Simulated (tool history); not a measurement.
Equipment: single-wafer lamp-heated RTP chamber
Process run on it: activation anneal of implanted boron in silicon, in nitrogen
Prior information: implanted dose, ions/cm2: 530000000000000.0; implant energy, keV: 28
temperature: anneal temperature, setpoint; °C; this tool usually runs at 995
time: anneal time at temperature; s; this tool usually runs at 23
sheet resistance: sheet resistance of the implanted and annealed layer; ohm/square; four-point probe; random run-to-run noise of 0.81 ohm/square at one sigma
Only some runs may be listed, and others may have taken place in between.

run   hour  temperature  time  wafers since the last listed run  wafers since the last pyrometer calibration  wafers since the reflector plate was cleaned  hours since the gauge calibration  read-back reference wafer on the same gauge, sheet resistance  sheet resistance
  1      0          978    31                                 0                                          788                                          1199                              344.7                                                         178.97            197.64
  2   16.8          978    31                               293                                         1082                                          1493                              361.5                                                         179.31            197.08
  3   44.5          995    23                               483                                         1566                                          1977                              389.2                                                         179.24            187.87
        65  -- pyrometer window cleaned and pyrometer calibrated
  4   68.1          995    17                               272                                           53                                          2249                              412.8                                                         179.09            190.64
      90.8  -- gauge calibrated
  5  103.7          995    17                               621                                          675                                          2871                               12.9                                                            179            190.95
  6  138.1          995    17                               600                                         1276                                          3472                               47.3                                                         179.05            188.32
  7  166.3          995    23                               492                                         1769                                          3965                               75.5                                                         178.94            186.56
     194.8  -- pyrometer window cleaned and pyrometer calibrated
  8  201.5          995    23                               475                                          117                                          4440                              110.7                                                         179.06            184.61
  9  217.5          995    29                               279                                          396                                          4720                              126.7                                                         179.18             185.1
 10  248.9         1006    23                               548                                          945                                          5268                              158.1                                                         178.85            181.33
 11  277.2          995    23                               494                                         1439                                          5762                              186.4                                                         179.11            184.97
     307.1  -- pyrometer window cleaned and pyrometer calibrated, repeated, since the last time left the tool worse
 12  310.4          980    16                               440                                           58                                          6203                              219.6                                                         178.95            201.09
 13    388          995    11                              1355                                         1413                                          7558                              297.2                                                         179.08            191.12
     416.5  -- pyrometer window cleaned and pyrometer calibrated
 14  420.3          995    35                               424                                           66                                          7983                              329.5                                                         178.84            186.76
     433.1  -- gauge calibrated
     458.3  -- reflector plate cleaned
 15  486.7          995    18                              1020                                         1086                                           496                               53.6                                                          179.3            190.39
 16  510.2          982    15                               410                                         1497                                           907                               77.1                                                         178.68            196.97
     542.4  -- pyrometer window cleaned and pyrometer calibrated
 17  580.5          984    11                              1088                                          666                                          1995                              147.4                                                         179.43            200.03
 18  604.9          995    23                               426                                         1092                                          2421                              171.8                                                         178.78            188.37

What if the next run were any one of these 5? Each begins from the tool's condition after run 18:
  A  605.3         1013    23                                 6                                         1099                                          2428                              172.2                                                              ?                 ?
  B  605.3          969    13                                 6                                         1099                                          2428                              172.2                                                              ?                 ?
  C  605.3          995    16                                 6                                         1099                                          2428                              172.2                                                              ?                 ?
  D  605.3          981    10                                 6                                         1099                                          2428                              172.2                                                              ?                 ?
  E  605.3         1006    12                                 6                                         1099                                          2428                              172.2                                                              ?                 ?

run  read-back reference wafer on the same gauge, sheet resistance  sheet resistance
  A                                                         179.04            184.34
  B                                                         179.04            215.57
  C                                                         179.04            190.74
  D                                                         179.04            203.53
  E                                                         179.04            187.65
Stripped of hidden state, with their random variation kept, the same runs would have yielded:
run  sheet resistance
  A            184.66
  B            218.14
  C            191.57
  D            205.32
  E            188.18

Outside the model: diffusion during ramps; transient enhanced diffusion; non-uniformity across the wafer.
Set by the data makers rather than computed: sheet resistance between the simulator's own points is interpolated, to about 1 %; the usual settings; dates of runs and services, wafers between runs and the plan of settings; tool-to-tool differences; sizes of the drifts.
